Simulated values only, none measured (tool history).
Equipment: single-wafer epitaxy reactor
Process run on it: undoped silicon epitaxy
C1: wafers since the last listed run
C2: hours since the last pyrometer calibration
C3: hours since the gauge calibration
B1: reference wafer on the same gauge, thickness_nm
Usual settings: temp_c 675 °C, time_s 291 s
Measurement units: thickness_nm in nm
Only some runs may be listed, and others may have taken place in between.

run 1 day=0 | temp_c=675 time_s=251 | C1=0 C2=569.5 C3=1668.6 | B1=73.979 | thickness_nm=66.225
-- day=1.362 gauge calibrated
run 2 day=9.767 | temp_c=675 time_s=251 | C1=961 C2=803.9 C3=201.7 | B1=73.979 | thickness_nm=65.953
run 3 day=12.979 | temp_c=675 time_s=291 | C1=316 C2=881 C3=278.8 | B1=74.031 | thickness_nm=76.333
-- day=14.583 pyrometer calibrated
run 4 day=14.754 | temp_c=675 time_s=332 | C1=141 C2=4.1 C3=321.4 | B1=73.937 | thickness_nm=83.96
run 5 day=25.708 | temp_c=665 time_s=291 | C1=1078 C2=267 C3=584.3 | B1=73.948 | thickness_nm=60.248
run 6 day=30.146 | temp_c=681 time_s=308 | C1=436 C2=373.5 C3=690.8 | B1=74.024 | thickness_nm=85.959
-- day=31.058 pyrometer calibrated, repeated, since the last time left the tool worse
run 7 day=33.354 | temp_c=681 time_s=308 | C1=282 C2=55.1 C3=767.8 | B1=73.952 | thickness_nm=94.111
run 8 day=36.858 | temp_c=681 time_s=308 | C1=344 C2=139.2 C3=851.9 | B1=74.028 | thickness_nm=93.364
run 9 day=39.125 | temp_c=675 time_s=291 | C1=223 C2=193.6 C3=906.3 | B1=74.011 | thickness_nm=78.789
run 10 day=41.838 | temp_c=675 time_s=246 | C1=266 C2=258.7 C3=971.4 | B1=73.992 | thickness_nm=66.08
run 11 day=49.675 | temp_c=687 time_s=342 | C1=771 C2=446.8 C3=1159.5 | B1=74.023 | thickness_nm=114.9
run 12 day=52.238 | temp_c=675 time_s=272 | C1=252 C2=508.3 C3=1221 | B1=74.044 | thickness_nm=72.772
run 13 day=54.558 | temp_c=683 time_s=291 | C1=228 C2=564 C3=1276.7 | B1=74.008 | thickness_nm=89.988
run 14 day=56.683 | temp_c=660 time_s=335 | C1=209 C2=615 C3=1327.7 | B1=74.057 | thickness_nm=66.742
-- day=60.771 gauge calibrated
run 15 day=66.262 | temp_c=675 time_s=291 | C1=942 C2=844.9 C3=131.8 | B1=73.984 | thickness_nm=76.724
-- day=74.917 pyrometer calibrated
run 16 day=75.258 | temp_c=675 time_s=341 | C1=852 C2=8.2 C3=347.7 | B1=73.932 | thickness_nm=92.369
run 17 day=78.2 | temp_c=675 time_s=291 | C1=289 C2=78.8 C3=418.3 | B1=74.032 | thickness_nm=79.32

Predict each of these 3 candidate next runs independently; none follows another, all start after run 17:
run A day=78.221 | temp_c=684 time_s=291 | C1=2 C2=79.3 C3=418.8 | B1=? | thickness_nm=?
run B day=78.221 | temp_c=689 time_s=237 | C1=2 C2=79.3 C3=418.8 | B1=? | thickness_nm=?
run C day=78.221 | temp_c=671 time_s=348 | C1=2 C2=79.3 C3=418.8 | B1=? | thickness_nm=?

run=A B1=74.033 thickness_nm=92.975
run=B B1=74.033 thickness_nm=83.085
run=C B1=74.033 thickness_nm=86.985
Without the tool's unlogged condition, the same runs would have read:
run=A thickness_nm=93.648
run=B thickness_nm=83.68
run=C thickness_nm=87.631

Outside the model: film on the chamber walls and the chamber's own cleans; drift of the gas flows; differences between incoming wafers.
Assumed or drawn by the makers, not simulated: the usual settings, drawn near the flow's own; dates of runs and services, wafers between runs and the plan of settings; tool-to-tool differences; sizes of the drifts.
